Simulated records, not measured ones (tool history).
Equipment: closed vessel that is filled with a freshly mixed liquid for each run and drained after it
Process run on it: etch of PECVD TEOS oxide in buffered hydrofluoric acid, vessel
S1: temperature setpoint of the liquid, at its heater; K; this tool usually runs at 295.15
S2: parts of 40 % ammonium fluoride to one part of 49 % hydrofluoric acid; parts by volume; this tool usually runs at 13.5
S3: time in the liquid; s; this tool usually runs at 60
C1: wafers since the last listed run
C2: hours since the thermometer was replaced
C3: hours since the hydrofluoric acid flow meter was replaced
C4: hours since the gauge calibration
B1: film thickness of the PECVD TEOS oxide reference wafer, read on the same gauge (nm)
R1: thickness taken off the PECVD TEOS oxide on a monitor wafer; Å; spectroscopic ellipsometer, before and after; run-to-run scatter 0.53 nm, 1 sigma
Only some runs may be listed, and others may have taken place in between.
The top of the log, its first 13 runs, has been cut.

run,hour,S1,S2,S3,C1,C2,C3,C4,B1,R1
14,149.7,295.15,18.0,95,477,1915.6,64.4,55.4,40.00,989.4
15,174.2,295.15,13.5,60,1580,1940.1,88.9,79.9,40.00,834.4
16,181.7,295.15,13.5,60,483,1947.6,96.4,87.4,39.98,820.0
# hour 193.2: thermometer replaced
17,195.5,291.65,11.5,75,825,2.3,110.2,101.2,40.00,997.9
18,205.9,298.65,15.5,30,670,12.7,120.6,111.6,40.01,438.5
19,221.0,295.15,10.0,35,973,27.8,135.7,126.7,39.98,647.4
20,234.3,293.65,16.0,60,857,41.1,149.0,140.0,40.00,644.5
21,242.0,295.15,16.5,30,496,48.8,156.7,147.7,40.01,340.9
22,252.9,299.15,16.0,60,702,59.7,167.6,158.6,40.00,870.7
23,268.8,293.65,19.0,75,1025,75.6,183.5,174.5,40.00,681.7
24,275.3,292.15,8.0,60,419,82.1,190.0,181.0,40.00,1130.6
25,288.5,295.15,13.5,60,851,95.3,203.2,194.2,40.02,823.3
26,304.1,295.15,13.5,60,1006,110.9,218.8,209.8,40.02,826.5
27,321.7,290.65,13.5,95,1135,128.5,236.4,227.4,40.00,1018.9
28,330.9,291.15,8.5,90,593,137.7,245.6,236.6,40.00,1527.1
29,347.6,298.65,18.5,60,1076,154.4,262.3,253.3,39.99,734.2
30,356.6,298.65,15.5,60,580,163.4,271.3,262.3,40.01,867.8
31,407.3,296.65,15.0,85,3269,214.1,322.0,313.0,40.00,1132.2
32,414.9,291.65,12.0,70,490,221.7,329.6,320.6,39.99,897.6

Consider 5 possible next runs. They are alternatives, not a sequence: every one starts from the tool as it was left by run 32. What does each give?
A,415.6,295.15,13.5,60,45,222.4,330.3,321.3,?,?
B,415.6,297.15,13.5,60,45,222.4,330.3,321.3,?,?
C,415.6,293.15,10.5,40,45,222.4,330.3,321.3,?,?
D,415.6,295.15,11.0,60,45,222.4,330.3,321.3,?,?
E,415.6,293.65,18.5,35,45,222.4,330.3,321.3,?,?

run,B1,R1
A,39.99,827.4
B,39.99,923.5
C,39.99,630.9
D,39.99,1010.9
E,39.99,325.6
The same runs, with their run-to-run variation unchanged, on a tool lacking any hidden condition would have given:
run,R1
A,827.4
B,923.5
C,630.9
D,1010.9
E,325.6
